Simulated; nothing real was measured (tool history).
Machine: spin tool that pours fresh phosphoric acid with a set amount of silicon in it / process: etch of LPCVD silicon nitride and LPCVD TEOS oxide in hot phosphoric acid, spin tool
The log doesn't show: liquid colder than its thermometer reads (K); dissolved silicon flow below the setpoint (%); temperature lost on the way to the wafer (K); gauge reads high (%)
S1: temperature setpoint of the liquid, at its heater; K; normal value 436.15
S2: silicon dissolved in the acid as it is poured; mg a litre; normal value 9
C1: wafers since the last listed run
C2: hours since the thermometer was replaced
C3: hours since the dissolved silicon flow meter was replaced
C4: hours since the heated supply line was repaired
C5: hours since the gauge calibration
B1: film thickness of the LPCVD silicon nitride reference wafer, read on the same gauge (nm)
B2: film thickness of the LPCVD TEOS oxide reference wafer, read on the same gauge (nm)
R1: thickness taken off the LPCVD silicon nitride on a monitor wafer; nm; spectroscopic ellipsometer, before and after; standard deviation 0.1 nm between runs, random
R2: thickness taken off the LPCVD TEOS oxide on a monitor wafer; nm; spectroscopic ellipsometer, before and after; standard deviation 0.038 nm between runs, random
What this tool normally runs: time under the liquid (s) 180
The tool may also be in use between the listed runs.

{"run": 1, "hour": 0.0, "S1": 436.15, "S2": 9, "time under the liquid (s)": 180, "C1": 0, "C2": 721.2, "C3": 445.8, "C4": 124.9, "C5": 456.1, "B1": 30.39, "B2": 91.185, "R1": 17.61, "R2": 0.505}
{"run": 2, "hour": 85.4, "S1": 436.15, "S2": 9, "time under the liquid (s)": 180, "C1": 837, "C2": 806.6, "C3": 531.2, "C4": 210.3, "C5": 541.5, "B1": 30.52, "B2": 91.483, "R1": 17.49, "R2": 0.539}
{"hour": 98.7, "done": "dissolved silicon flow meter replaced"}
{"run": 3, "hour": 127.5, "S1": 436.15, "S2": 9, "time under the liquid (s)": 180, "C1": 403, "C2": 848.7, "C3": 28.8, "C4": 252.4, "C5": 583.6, "B1": 30.55, "B2": 91.633, "R1": 17.61, "R2": 0.444}
{"run": 4, "hour": 227.0, "S1": 436.15, "S2": 9, "time under the liquid (s)": 180, "C1": 976, "C2": 948.2, "C3": 128.3, "C4": 351.9, "C5": 683.1, "B1": 30.65, "B2": 91.996, "R1": 17.8, "R2": 0.497}
{"hour": 296.1, "done": "thermometer replaced"}
{"run": 5, "hour": 308.9, "S1": 436.65, "S2": 9, "time under the liquid (s)": 180, "C1": 793, "C2": 12.8, "C3": 210.2, "C4": 433.8, "C5": 765, "B1": 30.77, "B2": 92.286, "R1": 18.22, "R2": 0.467}
{"hour": 324.6, "done": "gauge calibrated"}
{"run": 6, "hour": 354.8, "S1": 436.65, "S2": 9, "time under the liquid (s)": 180, "C1": 450, "C2": 58.7, "C3": 256.1, "C4": 479.7, "C5": 30.2, "B1": 30.16, "B2": 90.502, "R1": 17.67, "R2": 0.513}
{"run": 7, "hour": 455.5, "S1": 436.15, "S2": 9, "time under the liquid (s)": 125, "C1": 987, "C2": 159.4, "C3": 356.8, "C4": 580.4, "C5": 130.9, "B1": 30.3, "B2": 90.848, "R1": 12.28, "R2": 0.326}
{"hour": 505.2, "done": "heated supply line repaired"}
{"run": 8, "hour": 563.5, "S1": 436.15, "S2": 9, "time under the liquid (s)": 125, "C1": 1049, "C2": 267.4, "C3": 464.8, "C4": 58.3, "C5": 238.9, "B1": 30.41, "B2": 91.264, "R1": 12.21, "R2": 0.334}
{"run": 9, "hour": 624.3, "S1": 436.15, "S2": 9, "time under the liquid (s)": 180, "C1": 596, "C2": 328.2, "C3": 525.6, "C4": 119.1, "C5": 299.7, "B1": 30.46, "B2": 91.441, "R1": 17.76, "R2": 0.429}
{"run": 10, "hour": 661.8, "S1": 434.15, "S2": 4.5, "time under the liquid (s)": 120, "C1": 367, "C2": 365.7, "C3": 563.1, "C4": 156.6, "C5": 337.2, "B1": 30.55, "B2": 91.582, "R1": 11.07, "R2": 0.308}
{"run": 11, "hour": 706.8, "S1": 437.65, "S2": 9, "time under the liquid (s)": 255, "C1": 441, "C2": 410.7, "C3": 608.1, "C4": 201.6, "C5": 382.2, "B1": 30.58, "B2": 91.738, "R1": 26.26, "R2": 0.779}
{"hour": 760.0, "done": "dissolved silicon flow meter replaced"}
{"run": 12, "hour": 779.7, "S1": 434.15, "S2": 14, "time under the liquid (s)": 180, "C1": 705, "C2": 483.6, "C3": 19.7, "C4": 274.5, "C5": 455.1, "B1": 30.65, "B2": 92.012, "R1": 16.51, "R2": 0.397}
{"run": 13, "hour": 821.4, "S1": 436.15, "S2": 9, "time under the liquid (s)": 180, "C1": 409, "C2": 525.3, "C3": 61.4, "C4": 316.2, "C5": 496.8, "B1": 30.71, "B2": 92.183, "R1": 17.71, "R2": 0.498}
{"run": 14, "hour": 870.8, "S1": 437.65, "S2": 2.5, "time under the liquid (s)": 180, "C1": 484, "C2": 574.7, "C3": 110.8, "C4": 365.6, "C5": 546.2, "B1": 30.79, "B2": 92.325, "R1": 18.56, "R2": 0.538}
{"run": 15, "hour": 908.7, "S1": 437.65, "S2": 14, "time under the liquid (s)": 80, "C1": 371, "C2": 612.6, "C3": 148.7, "C4": 403.5, "C5": 584.1, "B1": 30.82, "B2": 92.47, "R1": 8.35, "R2": 0.203}
{"run": 16, "hour": 983.9, "S1": 436.15, "S2": 5, "time under the liquid (s)": 95, "C1": 737, "C2": 687.8, "C3": 223.9, "C4": 478.7, "C5": 659.3, "B1": 30.92, "B2": 92.765, "R1": 9.49, "R2": 0.271}

Predict each of these 4 candidate next runs independently; none follows another, all start after run 16:
{"run": "A", "hour": 984.4, "S1": 436.15, "S2": 9, "time under the liquid (s)": 135, "C1": 4, "C2": 688.3, "C3": 224.4, "C4": 479.2, "C5": 659.8, "B1": "?", "B2": "?", "R1": "?", "R2": "?"}
{"run": "B", "hour": 984.4, "S1": 436.15, "S2": 11, "time under the liquid (s)": 220, "C1": 4, "C2": 688.3, "C3": 224.4, "C4": 479.2, "C5": 659.8, "B1": "?", "B2": "?", "R1": "?", "R2": "?"}
{"run": "C", "hour": 984.4, "S1": 437.65, "S2": 9, "time under the liquid (s)": 180, "C1": 4, "C2": 688.3, "C3": 224.4, "C4": 479.2, "C5": 659.8, "B1": "?", "B2": "?", "R1": "?", "R2": "?"}
{"run": "D", "hour": 984.4, "S1": 436.15, "S2": 2.5, "time under the liquid (s)": 215, "C1": 4, "C2": 688.3, "C3": 224.4, "C4": 479.2, "C5": 659.8, "B1": "?", "B2": "?", "R1": "?", "R2": "?"}

run=A B1=30.94 B2=92.763 R1=13.35 R2=0.361
run=B B1=30.94 B2=92.763 R1=21.75 R2=0.563
run=C B1=30.94 B2=92.763 R1=18.7 R2=0.537
run=D B1=30.94 B2=92.763 R1=21.25 R2=0.657
With no hidden state in the tool, these same runs would have given:
run=A R1=12.95 R2=0.351
run=B R1=21.1 R2=0.547
run=C R1=18.14 R2=0.521
run=D R1=20.63 R2=0.637
